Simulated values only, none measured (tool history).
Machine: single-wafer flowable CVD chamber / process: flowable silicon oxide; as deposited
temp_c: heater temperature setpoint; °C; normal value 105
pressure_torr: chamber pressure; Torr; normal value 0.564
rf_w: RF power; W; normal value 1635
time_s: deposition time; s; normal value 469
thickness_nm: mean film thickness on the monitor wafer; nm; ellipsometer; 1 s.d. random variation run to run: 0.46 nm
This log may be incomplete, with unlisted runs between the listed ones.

run	day	temp_c	pressure_torr	rf_w	time_s	wafers since the last listed run	hours since the last thermocouple change	hours since the last RF generator calibration	hours since the last manometer calibration	hours since the showerhead was replaced	hours since the gauge calibration	read-back reference wafer on the same gauge, thickness_nm	thickness_nm
1	0.000	115	0.564	1830	469	0	1011.7	613.2	2554.1	5327.0	148.6	133.033	102.481
2	2.075	115	0.564	1830	469	240	1061.5	663.0	2603.9	5376.8	198.4	133.095	102.431
3	2.604	115	0.564	1830	469	61	1074.2	675.7	2616.6	5389.5	211.1	133.018	102.580
4	3.067	105	0.564	1635	469	53	1085.3	686.8	2627.7	5400.6	222.2	133.076	143.036
5	3.433	105	0.564	1635	469	42	1094.1	695.6	2636.5	5409.4	231.0	133.051	142.729
6	3.771	105	0.564	1635	469	39	1102.2	703.7	2644.6	5417.5	239.1	133.022	142.768
7	4.150	105	0.564	1635	469	43	1111.3	712.8	2653.7	5426.6	248.2	132.967	143.190
# day 4.583: capacitance manometer re-zeroed and calibrated
8	5.092	105	0.564	1635	469	70	1133.9	735.4	12.2	5449.2	270.8	132.957	144.393
9	5.558	105	0.564	1635	469	54	1145.1	746.6	23.4	5460.4	282.0	132.937	143.920
10	6.271	105	0.564	1635	469	82	1162.2	763.7	40.5	5477.5	299.1	132.942	145.440
11	6.833	105	0.564	1635	410	65	1175.7	777.2	54.0	5491.0	312.6	132.894	126.774
12	7.150	105	0.520	1635	469	36	1183.3	784.8	61.6	5498.6	320.2	132.897	133.734
13	7.762	105	0.564	1635	430	70	1198.0	799.5	76.3	5513.3	334.9	133.104	133.101
# day 8.154: gauge calibrated
# day 8.333: thermocouple changed; heater temperature recalibrated
# day 8.438: showerhead replaced
14	8.458	110	0.506	1740	469	29	3.0	816.2	93.0	0.5	7.3	132.865	99.340
15	8.479	105	0.454	1400	469	2	3.5	816.7	93.5	1.0	7.8	132.795	95.705
# day 9.183: RF generator calibrated
16	9.204	105	0.675	1800	469	45	20.9	0.5	110.9	18.4	25.2	133.074	162.033
17	9.746	105	0.564	1635	469	62	33.9	13.5	123.9	31.4	38.2	133.026	130.077
18	11.221	105	0.564	1635	469	170	69.3	48.9	159.3	66.8	73.6	133.022	129.346
19	11.525	94	0.564	1635	554	35	76.6	56.2	166.6	74.1	80.9	133.060	233.194
20	12.246	110	0.506	1740	469	83	93.9	73.5	183.9	91.4	98.2	133.146	99.662
21	12.525	105	0.696	1635	469	32	100.6	80.2	190.6	98.1	104.9	132.967	159.284
22	12.912	105	0.564	1635	469	44	109.9	89.5	199.9	107.4	114.2	133.025	130.120
23	13.217	115	0.698	1720	420	35	117.2	96.8	207.2	114.7	121.5	132.967	102.735
24	13.638	105	0.564	1635	469	48	127.3	106.9	217.3	124.8	131.6	133.062	131.006

Measured minus without-hidden-state, run by run (identical run-to-run variation in each term; gauge scatter may differ):
What the log doesn't record here: wafer temperature above the value expected at the setpoint (K); delivered RF power above the setpoint (%); true pressure above the setpoint (%); gauge reads high (%).
run	thickness_nm
1	+7.221
2	+7.915
3	+8.110
4	+12.510
5	+12.677
6	+12.860
7	+13.102
8	+13.729
9	+13.943
10	+14.492
11	+12.913
12	+13.790
13	+14.050
14	-0.385
15	-0.391
16	-0.658
17	-0.522
18	-0.481
19	-0.857
20	-0.322
21	-0.528
22	-0.412
23	-0.286
24	-0.373
